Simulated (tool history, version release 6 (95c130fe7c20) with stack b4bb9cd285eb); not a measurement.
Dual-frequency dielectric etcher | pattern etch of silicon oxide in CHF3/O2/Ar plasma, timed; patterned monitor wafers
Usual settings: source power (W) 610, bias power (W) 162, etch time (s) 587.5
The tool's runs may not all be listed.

run	hour	source power (W)	bias power (W)	etch time (s)	wafers since the last listed run	hours since the last wet clean	hours since the last source power generator calibration	hours since the last bias power generator calibration	hours since the last upper electrode change	hours since the gauge calibration	read-back reference wafer on the same gauge, depth_nm	mean etch depth across the wafer (Å)
1	0.0	660	162	623.5	0	495.7	3533.6	3953.7	2562.8	74.5	1229.8	13394
2	15.1	660	162	623.5	30	510.8	3548.7	3968.8	2577.9	89.6	1230.2	13331
3	29.1	610	180	587.5	27	524.8	3562.7	3982.8	2591.9	103.6	1229.8	12417
4	45.6	550	170	587.5	32	541.3	3579.2	3999.3	2608.4	120.1	1229.8	11511
5	56.0	550	170	587.5	20	551.7	3589.6	4009.7	2618.8	130.5	1230.5	11565
# hour 84.9: wet clean of the chamber
# hour 103.2: upper electrode replaced
6	103.7	610	162	587.5	10	18.8	3637.3	4057.4	0.5	178.2	1230.1	11588
7	104.2	610	162	587.5	0	19.3	3637.8	4057.9	1.0	178.7	1229.5	11493
8	104.7	570	162	587.5	0	19.8	3638.3	4058.4	1.5	179.2	1228.5	11026
9	105.1	570	162	587.5	0	20.2	3638.7	4058.8	1.9	179.6	1229.9	11042
10	105.8	610	162	587.5	1	20.9	3639.4	4059.5	2.6	180.3	1230.2	11610
11	114.3	700	191	587.5	16	29.4	3647.9	4068.0	11.1	188.8	1229.0	13410
# hour 121.6: source power generator calibrated
12	123.4	610	162	587.5	10	38.5	1.8	4077.1	20.2	197.9	1230.8	11543
# hour 126.1: gauge calibrated
13	139.5	670	131	711.5	32	54.6	17.9	4093.2	36.3	13.4	1230.6	13689
# hour 147.5: bias power generator calibrated
14	148.8	660	162	448.5	10	63.9	27.2	1.3	45.6	22.7	1230.7	9258
15	162.3	610	162	587.5	26	77.4	40.7	14.8	59.1	36.2	1230.5	11656
16	173.2	610	162	587.5	21	88.3	51.6	25.7	70.0	47.1	1229.4	11637
17	190.6	650	162	711.5	34	105.7	69.0	43.1	87.4	64.5	1229.4	14664
18	197.1	610	185	587.5	12	112.2	75.5	49.6	93.9	71.0	1229.5	12318
19	206.1	610	162	696.0	17	121.2	84.5	58.6	102.9	80.0	1229.8	13866
20	217.2	730	162	693.0	22	132.3	95.6	69.7	114.0	91.1	1230.3	15293

Measured less the same run without the tool's hidden state. The same run-to-run variation is in both; the gauge's scatter may not be:
The hidden state here: etch rate over this chamber's usual, %; source power that arrives over what is set, %; bias power that arrives over what is set, %; gauge reads high (%).
run	mean etch depth across the wafer (Å)
1	+515
2	+528
3	+505
4	+483
5	+494
6	+51
7	+50
8	+49
9	+49
10	+53
11	+70
12	+69
13	+99
14	+74
15	+106
16	+116
17	+167
18	+147
19	+176
20	+207

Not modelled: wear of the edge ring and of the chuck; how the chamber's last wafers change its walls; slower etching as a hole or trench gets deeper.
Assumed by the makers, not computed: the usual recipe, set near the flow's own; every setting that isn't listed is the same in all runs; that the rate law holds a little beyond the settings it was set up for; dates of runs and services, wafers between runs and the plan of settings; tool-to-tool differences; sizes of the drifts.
